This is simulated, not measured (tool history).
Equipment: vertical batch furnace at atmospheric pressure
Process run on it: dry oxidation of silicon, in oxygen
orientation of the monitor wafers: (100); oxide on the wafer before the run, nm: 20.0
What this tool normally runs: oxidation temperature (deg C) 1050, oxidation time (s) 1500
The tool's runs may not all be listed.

run,hour,oxidation temperature (deg C),oxidation time (s),"read-back reference wafer on the same gauge, thickness",oxide thickness on the monitor wafer (Å)
1,0.0,1050,1500,45.57,474.3
2,54.5,1050,1500,45.59,479.3
3,79.4,1050,1500,45.66,477.9
4,104.7,1050,1500,45.58,476.1
5,155.2,1050,1500,45.61,475.3
6,317.3,1039,1500,45.61,441.8
7,364.3,1039,1500,45.69,443.6
8,412.6,1064,1500,45.67,524.1
9,440.6,1062,1500,45.55,516.2
10,518.5,1050,1350,45.57,455.1
11,585.6,1050,1350,45.63,464.6
12,624.0,1050,1350,45.68,467.0
13,653.3,1040,1500,45.62,458.2
14,680.0,1028,1950,45.60,474.0
15,727.0,1041,1500,45.57,459.5
16,773.2,1031,930,45.63,352.2
17,828.2,1050,1500,45.60,489.0
18,890.2,1026,1170,45.57,373.6
19,941.6,1073,1110,45.62,493.9
20,982.5,1062,990,45.57,432.8
21,1018.3,1039,1500,45.59,448.3
22,1061.0,1042,1500,45.60,460.3
23,1096.6,1073,1110,45.65,488.2
24,1144.3,1029,1290,45.64,392.1
25,1186.8,1050,1500,45.60,483.7
26,1254.3,1034,930,45.65,354.2

Put back what was entered between runs (3 entries, withheld): which listed runs does each sit between, and how does the hidden state differ from the listed run before to the listed run after?
After run 10, before run 11: boat lift adjusted (hour 585.1)
  monitor wafer colder than the profiled boat position, K: 4.73 -> 0.584
  measured result minus the result with no hidden state, oxide thickness on the monitor wafer (Å): -14.8 -> -1.8
After run 11, before run 12: gauge calibrated (hour 605.5)
  monitor wafer colder than the profiled boat position, K: 0.584 -> 0.76
  measured result minus the result with no hidden state, oxide thickness on the monitor wafer (Å): -1.8 -> -2.4
After run 18, before run 19: thermocouples replaced and temperature profile calibrated (hour 925.0)
  monitor wafer colder than the profiled boat position, K: 1.8 -> 1.96
  measured result minus the result with no hidden state, oxide thickness on the monitor wafer (Å): -4.3 -> -6.2

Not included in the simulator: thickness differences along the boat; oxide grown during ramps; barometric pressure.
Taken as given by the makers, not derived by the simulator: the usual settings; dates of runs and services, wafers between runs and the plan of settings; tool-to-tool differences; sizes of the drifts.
